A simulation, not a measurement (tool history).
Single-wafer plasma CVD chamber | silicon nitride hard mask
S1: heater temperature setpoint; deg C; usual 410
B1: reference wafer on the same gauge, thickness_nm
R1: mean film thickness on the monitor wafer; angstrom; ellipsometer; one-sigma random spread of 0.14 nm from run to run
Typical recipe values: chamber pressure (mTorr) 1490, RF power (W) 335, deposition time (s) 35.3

run 1 day=0.000 | S1=399 chamber_pressure_(mTorr)=1490 RF_power_(W)=335 deposition_time_(s)=35.3 | B1=38.024 | R1=442.72
run 2 day=1.104 | S1=410 chamber_pressure_(mTorr)=1490 RF_power_(W)=335 deposition_time_(s)=35.3 | B1=37.999 | R1=438.18
run 3 day=2.958 | S1=410 chamber_pressure_(mTorr)=1490 RF_power_(W)=335 deposition_time_(s)=35.3 | B1=37.975 | R1=441.00
run 4 day=5.700 | S1=410 chamber_pressure_(mTorr)=1490 RF_power_(W)=335 deposition_time_(s)=35.3 | B1=37.986 | R1=439.19
run 5 day=7.538 | S1=410 chamber_pressure_(mTorr)=1490 RF_power_(W)=335 deposition_time_(s)=35.3 | B1=38.009 | R1=438.24
run 6 day=8.767 | S1=410 chamber_pressure_(mTorr)=1490 RF_power_(W)=335 deposition_time_(s)=35.3 | B1=37.988 | R1=437.71
-- day=9.829 capacitance manometer re-zeroed and calibrated
run 7 day=9.904 | S1=410 chamber_pressure_(mTorr)=1490 RF_power_(W)=335 deposition_time_(s)=35.3 | B1=38.037 | R1=438.23
run 8 day=12.542 | S1=410 chamber_pressure_(mTorr)=1690 RF_power_(W)=335 deposition_time_(s)=35.3 | B1=37.991 | R1=445.81
-- day=14.100 thermocouple changed; heater temperature recalibrated
run 9 day=14.562 | S1=410 chamber_pressure_(mTorr)=1380 RF_power_(W)=335 deposition_time_(s)=31.3 | B1=37.993 | R1=382.34
run 10 day=16.425 | S1=410 chamber_pressure_(mTorr)=1680 RF_power_(W)=335 deposition_time_(s)=31.3 | B1=37.962 | R1=396.42
-- day=17.758 gauge calibrated
-- day=18.612 showerhead replaced
run 11 day=18.633 | S1=410 chamber_pressure_(mTorr)=1490 RF_power_(W)=335 deposition_time_(s)=35.3 | B1=37.994 | R1=438.15
-- day=20.508 RF generator calibrated
run 12 day=20.700 | S1=417 chamber_pressure_(mTorr)=1610 RF_power_(W)=285 deposition_time_(s)=37.1 | B1=37.997 | R1=435.06
run 13 day=22.100 | S1=410 chamber_pressure_(mTorr)=1280 RF_power_(W)=275 deposition_time_(s)=35.3 | B1=38.024 | R1=389.23
run 14 day=25.012 | S1=403 chamber_pressure_(mTorr)=1390 RF_power_(W)=335 deposition_time_(s)=32.8 | B1=38.046 | R1=414.82
run 15 day=26.750 | S1=410 chamber_pressure_(mTorr)=1490 RF_power_(W)=335 deposition_time_(s)=35.3 | B1=37.998 | R1=453.54
run 16 day=29.096 | S1=423 chamber_pressure_(mTorr)=1800 RF_power_(W)=350 deposition_time_(s)=35.3 | B1=37.961 | R1=480.01
run 17 day=30.100 | S1=421 chamber_pressure_(mTorr)=1770 RF_power_(W)=370 deposition_time_(s)=38.2 | B1=38.027 | R1=530.64

Pick out some run-to-run changes in R1. Of each, how much would a tool without hidden state show as well, from the settings, what came in and chance, and how much is left for the hidden state and any gauge scatter not in both results compared?
Hidden state present: wafer temperature above the value expected at the setpoint (K); delivered RF power above the setpoint (%); true pressure above the setpoint (%); gauge reads high (%).
Run 8 -> 9: chamber pressure (mTorr) 1690 -> 1380, deposition time (s) 35.3 -> 31.3, thermocouple changed; heater temperature recalibrated. R1 -63.47 angstrom: hidden state +1.99, all else -65.46.
Run 11 -> 12: S1 410 -> 417, chamber pressure (mTorr) 1490 -> 1610, RF power (W) 335 -> 285, deposition time (s) 35.3 -> 37.1, RF generator calibrated. R1 -3.09 angstrom: hidden state +16.44, all else -19.53.
